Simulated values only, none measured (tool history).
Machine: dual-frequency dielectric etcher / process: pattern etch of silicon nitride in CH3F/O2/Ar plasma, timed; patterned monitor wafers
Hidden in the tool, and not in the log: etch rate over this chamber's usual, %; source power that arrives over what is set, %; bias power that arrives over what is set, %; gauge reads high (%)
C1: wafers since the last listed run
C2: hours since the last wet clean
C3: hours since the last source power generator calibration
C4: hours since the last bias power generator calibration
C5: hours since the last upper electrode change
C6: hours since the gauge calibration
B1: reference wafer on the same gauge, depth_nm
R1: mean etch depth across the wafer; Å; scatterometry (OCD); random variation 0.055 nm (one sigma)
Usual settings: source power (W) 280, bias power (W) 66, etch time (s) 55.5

run 1 hour=0.0 | source_power_(W)=280 bias_power_(W)=66 etch_time_(s)=55.5 | C1=0 C2=166.4 C3=4030.8 C4=1626.5 C5=1400.5 C6=695.9 | B1=30.10 | R1=365.4
run 2 hour=45.6 | source_power_(W)=280 bias_power_(W)=66 etch_time_(s)=55.5 | C1=492 C2=212.0 C3=4076.4 C4=1672.1 C5=1446.1 C6=741.5 | B1=30.10 | R1=366.2
run 3 hour=127.3 | source_power_(W)=280 bias_power_(W)=66 etch_time_(s)=55.5 | C1=881 C2=293.7 C3=4158.1 C4=1753.8 C5=1527.8 C6=823.2 | B1=30.09 | R1=364.8
run 4 hour=172.9 | source_power_(W)=280 bias_power_(W)=73 etch_time_(s)=55.5 | C1=492 C2=339.3 C3=4203.7 C4=1799.4 C5=1573.4 C6=868.8 | B1=30.10 | R1=372.2
run 5 hour=263.1 | source_power_(W)=280 bias_power_(W)=73 etch_time_(s)=55.5 | C1=973 C2=429.5 C3=4293.9 C4=1889.6 C5=1663.6 C6=959.0 | B1=30.10 | R1=369.3
-- hour=298.4 wet clean of the chamber
run 6 hour=313.5 | source_power_(W)=280 bias_power_(W)=66 etch_time_(s)=55.5 | C1=284 C2=15.1 C3=4344.3 C4=1940.0 C5=1714.0 C6=1009.4 | B1=30.10 | R1=369.2
run 7 hour=385.4 | source_power_(W)=280 bias_power_(W)=66 etch_time_(s)=55.5 | C1=776 C2=87.0 C3=4416.2 C4=2011.9 C5=1785.9 C6=1081.3 | B1=30.10 | R1=369.0
run 8 hour=438.4 | source_power_(W)=280 bias_power_(W)=66 etch_time_(s)=55.5 | C1=572 C2=140.0 C3=4469.2 C4=2064.9 C5=1838.9 C6=1134.3 | B1=30.10 | R1=367.6
run 9 hour=532.2 | source_power_(W)=280 bias_power_(W)=69 etch_time_(s)=55.5 | C1=1012 C2=233.8 C3=4563.0 C4=2158.7 C5=1932.7 C6=1228.1 | B1=30.10 | R1=369.6
-- hour=569.7 bias power generator calibrated
run 10 hour=617.9 | source_power_(W)=280 bias_power_(W)=69 etch_time_(s)=55.5 | C1=881 C2=319.5 C3=4648.7 C4=48.2 C5=2018.4 C6=1313.8 | B1=30.09 | R1=365.3
run 11 hour=668.7 | source_power_(W)=280 bias_power_(W)=69 etch_time_(s)=55.5 | C1=548 C2=370.3 C3=4699.5 C4=99.0 C5=2069.2 C6=1364.6 | B1=30.10 | R1=365.5
run 12 hour=721.0 | source_power_(W)=280 bias_power_(W)=56 etch_time_(s)=55.5 | C1=564 C2=422.6 C3=4751.8 C4=151.3 C5=2121.5 C6=1416.9 | B1=30.10 | R1=351.1
-- hour=756.3 gauge calibrated
-- hour=768.9 wet clean of the chamber
run 13 hour=769.4 | source_power_(W)=280 bias_power_(W)=74 etch_time_(s)=45.0 | C1=263 C2=0.5 C3=4800.2 C4=199.7 C5=2169.9 C6=13.1 | B1=30.10 | R1=302.7
-- hour=854.9 upper electrode replaced
run 14 hour=908.3 | source_power_(W)=280 bias_power_(W)=52 etch_time_(s)=55.5 | C1=1240 C2=139.4 C3=4939.1 C4=338.6 C5=53.4 C6=152.0 | B1=30.10 | R1=350.5
-- hour=943.0 source power generator calibrated
run 15 hour=1001.2 | source_power_(W)=280 bias_power_(W)=66 etch_time_(s)=47.5 | C1=959 C2=232.3 C3=58.2 C4=431.5 C5=146.3 C6=244.9 | B1=30.10 | R1=310.8
run 16 hour=1046.1 | source_power_(W)=330 bias_power_(W)=72 etch_time_(s)=55.5 | C1=484 C2=277.2 C3=103.1 C4=476.4 C5=191.2 C6=289.8 | B1=30.10 | R1=382.5
run 17 hour=1101.6 | source_power_(W)=280 bias_power_(W)=66 etch_time_(s)=44.5 | C1=599 C2=332.7 C3=158.6 C4=531.9 C5=246.7 C6=345.3 | B1=30.10 | R1=290.0
run 18 hour=1168.8 | source_power_(W)=300 bias_power_(W)=66 etch_time_(s)=68.5 | C1=725 C2=399.9 C3=225.8 C4=599.1 C5=313.9 C6=412.5 | B1=30.10 | R1=451.5
-- hour=1238.9 wet clean of the chamber
run 19 hour=1248.1 | source_power_(W)=280 bias_power_(W)=74 etch_time_(s)=45.0 | C1=596 C2=9.2 C3=305.1 C4=678.4 C5=393.2 C6=491.8 | B1=30.10 | R1=305.6
run 20 hour=1325.1 | source_power_(W)=280 bias_power_(W)=66 etch_time_(s)=47.5 | C1=831 C2=86.2 C3=382.1 C4=755.4 C5=470.2 C6=568.8 | B1=30.10 | R1=315.2
run 21 hour=1409.2 | source_power_(W)=220 bias_power_(W)=51 etch_time_(s)=70.0 | C1=907 C2=170.3 C3=466.2 C4=839.5 C5=554.3 C6=652.9 | B1=30.10 | R1=421.3
run 22 hour=1474.4 | source_power_(W)=220 bias_power_(W)=79 etch_time_(s)=55.5 | C1=703 C2=235.5 C3=531.4 C4=904.7 C5=619.5 C6=718.1 | B1=30.10 | R1=361.2
run 23 hour=1520.3 | source_power_(W)=310 bias_power_(W)=72 etch_time_(s)=64.5 | C1=495 C2=281.4 C3=577.3 C4=950.6 C5=665.4 C6=764.0 | B1=30.10 | R1=441.4
run 24 hour=1573.9 | source_power_(W)=280 bias_power_(W)=66 etch_time_(s)=45.0 | C1=578 C2=335.0 C3=630.9 C4=1004.2 C5=719.0 C6=817.6 | B1=30.09 | R1=295.3

Here are 3 independent what-if runs from the current tool condition. What would each one return?
run A hour=1574.3 | source_power_(W)=280 bias_power_(W)=66 etch_time_(s)=55.5 | C1=4 C2=335.4 C3=631.3 C4=1004.6 C5=719.4 C6=818.0 | B1=? | R1=?
run B hour=1574.3 | source_power_(W)=280 bias_power_(W)=74 etch_time_(s)=55.5 | C1=4 C2=335.4 C3=631.3 C4=1004.6 C5=719.4 C6=818.0 | B1=? | R1=?
run C hour=1574.3 | source_power_(W)=230 bias_power_(W)=51 etch_time_(s)=49.0 | C1=4 C2=335.4 C3=631.3 C4=1004.6 C5=719.4 C6=818.0 | B1=? | R1=?

run=A B1=30.10 R1=365.4
run=B B1=30.10 R1=373.4
run=C B1=30.10 R1=296.3
Take away the tool's hidden state, keep each run's random variation, and the runs would have read:
run=A R1=366.0
run=B R1=374.0
run=C R1=296.8

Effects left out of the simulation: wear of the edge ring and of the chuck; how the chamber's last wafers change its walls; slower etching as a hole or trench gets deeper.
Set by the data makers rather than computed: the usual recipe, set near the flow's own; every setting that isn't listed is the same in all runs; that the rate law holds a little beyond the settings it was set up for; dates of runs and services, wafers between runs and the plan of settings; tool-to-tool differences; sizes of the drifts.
